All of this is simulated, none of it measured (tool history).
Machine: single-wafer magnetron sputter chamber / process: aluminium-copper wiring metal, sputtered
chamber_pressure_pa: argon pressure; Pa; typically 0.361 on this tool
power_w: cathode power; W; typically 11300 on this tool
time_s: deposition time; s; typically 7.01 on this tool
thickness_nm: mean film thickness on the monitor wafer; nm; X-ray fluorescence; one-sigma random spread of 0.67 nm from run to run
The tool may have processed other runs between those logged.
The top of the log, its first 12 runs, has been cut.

run	hour	chamber_pressure_pa	power_w	time_s	wafers since the last listed run	wafers on the sputter target	hours since the last manometer calibration	hours since the magnet pack was replaced	hours since the gauge calibration	read-back reference wafer on the same gauge, thickness_nm	thickness_nm
13	745.3	0.321	11300	7.01	824	6173	1080.7	8375.3	777.4	149.965	144.984
14	790.1	0.321	11300	7.01	1029	7203	1125.5	8420.1	822.2	149.984	144.469
# hour 822.6: sputter target and shields replaced
15	847	0.361	10550	7.48	1123	561	1182.4	8477	879.1	149.967	145.483
16	894.8	0.421	11300	7.01	1098	1659	1230.2	8524.8	926.9	149.98	138.361
# hour 939.5: capacitance manometer re-zeroed and calibrated
17	954.4	0.421	11300	7.01	1185	2844	14.9	8584.4	986.5	150.135	137.957
18	1000.6	0.361	8550	7.01	1061	3905	61.1	8630.6	1032.7	149.99	111.455
19	1071.2	0.361	9350	6.28	1621	5527	131.7	8701.2	1103.3	149.925	108.279
20	1122.4	0.361	11300	7.01	1176	6703	182.9	8752.4	1154.5	149.857	143.281
# hour 1144.8: sputter target and shields replaced
21	1157.5	0.316	12750	5.92	622	292	218	8787.5	1189.6	149.999	139.554
22	1226.2	0.453	11300	7.01	1578	1870	286.7	8856.2	1258.3	150.037	138.411
# hour 1296.9: magnet pack replaced
23	1297.4	0.459	9600	7.01	1451	3322	357.9	0.5	1329.5	149.972	118.273
24	1317.6	0.289	11300	7.01	464	3786	378.1	20.7	1349.7	149.935	149.053
# hour 1320.5: gauge calibrated
25	1342.7	0.441	11300	5.87	576	4363	403.2	45.8	22.2	149.91	115.116
26	1371.1	0.361	11300	7.01	652	5015	431.6	74.2	50.6	149.939	141.501
27	1411.8	0.361	11300	7.01	934	5950	472.3	114.9	91.3	149.978	142.538
28	1443.9	0.307	10200	6.46	737	6688	504.4	147	123.4	149.96	123.879
29	1470.3	0.467	11300	7.01	606	7294	530.8	173.4	149.8	150.1	134.887
# hour 1532.9: sputter target and shields replaced
30	1548.6	0.361	11300	7.01	1614	359	609.1	251.7	228.1	149.936	145.18
31	1616	0.361	11300	8.34	1548	1907	676.5	319.1	295.5	150.064	171.209
32	1654.3	0.282	14050	6.64	879	2787	714.8	357.4	333.8	150.027	171.525
33	1754.9	0.361	11300	7.01	2311	5098	815.4	458	434.4	149.864	141.031
34	1782.9	0.412	10450	7.01	643	5742	843.4	486	462.4	149.94	129.42

3 options for the next run, each taken on its own from the tool as it stands now. Forecast them:
A	1783.3	0.361	13800	7.01	9	5751	843.8	486.4	462.8	?	?
B	1783.3	0.306	11300	7.01	9	5751	843.8	486.4	462.8	?	?
C	1783.3	0.361	11300	7.49	9	5751	843.8	486.4	462.8	?	?

run	read-back reference wafer on the same gauge, thickness_nm	thickness_nm
A	149.957	170.789
B	149.957	146.592
C	149.957	152.685
The same runs, with their run-to-run variation unchanged, on a tool lacking any hidden condition would have given:
run	thickness_nm
A	174.678
B	149.931
C	156.162

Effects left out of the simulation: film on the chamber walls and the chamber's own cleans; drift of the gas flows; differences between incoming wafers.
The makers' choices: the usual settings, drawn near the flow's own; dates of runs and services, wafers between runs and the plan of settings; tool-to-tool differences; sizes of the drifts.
